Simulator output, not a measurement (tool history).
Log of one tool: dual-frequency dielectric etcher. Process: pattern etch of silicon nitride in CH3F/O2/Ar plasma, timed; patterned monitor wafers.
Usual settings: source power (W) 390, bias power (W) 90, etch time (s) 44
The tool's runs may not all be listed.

run	hour	source power (W)	bias power (W)	etch time (s)	read-back reference wafer on the same gauge, depth_nm	mean etch depth across the wafer (angstrom)
1	0	390	90	50.5	36.47	364.3
2	86	390	90	44	36.54	314.7
3	170.2	390	90	51	36.51	358.5
# hour 323.6: wet clean of the chamber
4	324.1	390	90	51	36.45	373.5
5	406.9	390	90	53	36.49	385.2
6	445.2	390	90	53	36.48	388.5
# hour 510.5: gauge calibrated
7	529.7	390	90	44	36.5	317.1
8	635.6	390	90	44	36.48	313.5
9	701.9	390	90	44	36.47	308.9
10	772.3	390	90	44	36.53	306
# hour 861: wet clean of the chamber
11	861.5	390	90	44	36.5	323.8
12	954.6	390	90	44	36.52	326.4
13	1010.6	390	83	50.5	36.47	355.9
14	1064.9	470	99	36.5	36.52	291.8
15	1131	390	78	44	36.46	300
16	1200.6	390	90	31.5	36.49	223.4
17	1267.6	390	90	56	36.46	398.6
18	1306.4	390	90	44	36.52	312.2
# hour 1364.1: wet clean of the chamber
# hour 1393.6: upper electrode replaced
19	1394.1	430	90	44	36.51	336.2
# hour 1414.6: source power generator calibrated
20	1468.6	390	90	44	36.54	324.5
# hour 1546: bias power generator calibrated
21	1560.6	390	90	44	36.52	318
22	1625.6	460	103	55.5	36.5	445.6
23	1691	390	90	55	36.49	391.3
24	1781.2	390	90	44	36.5	307.5
# hour 1827.9: wet clean of the chamber
25	1851.5	430	78	56.5	36.48	403.1
26	1953.6	330	90	44	36.44	296.7
27	2028.5	480	90	44	36.5	339.2
# hour 2131.7: gauge calibrated
28	2132.2	430	104	31.5	36.5	243.6
29	2223.7	390	90	44	36.55	307

Forecast each of these 5 alternatives for the next run:
A	2224.1	390	90	44	?	?
B	2224.1	290	80	37.5	?	?
C	2224.1	440	75	36	?	?
D	2224.1	310	99	44	?	?
E	2224.1	390	70	44	?	?

run	read-back reference wafer on the same gauge, depth_nm	mean etch depth across the wafer (angstrom)
A	36.53	306.8
B	36.53	226
C	36.53	245.2
D	36.53	293.7
E	36.53	280.2
Without the tool's hidden state the same runs would have given:
run	mean etch depth across the wafer (angstrom)
A	320.4
B	236
C	256.1
D	306.8
E	292.7
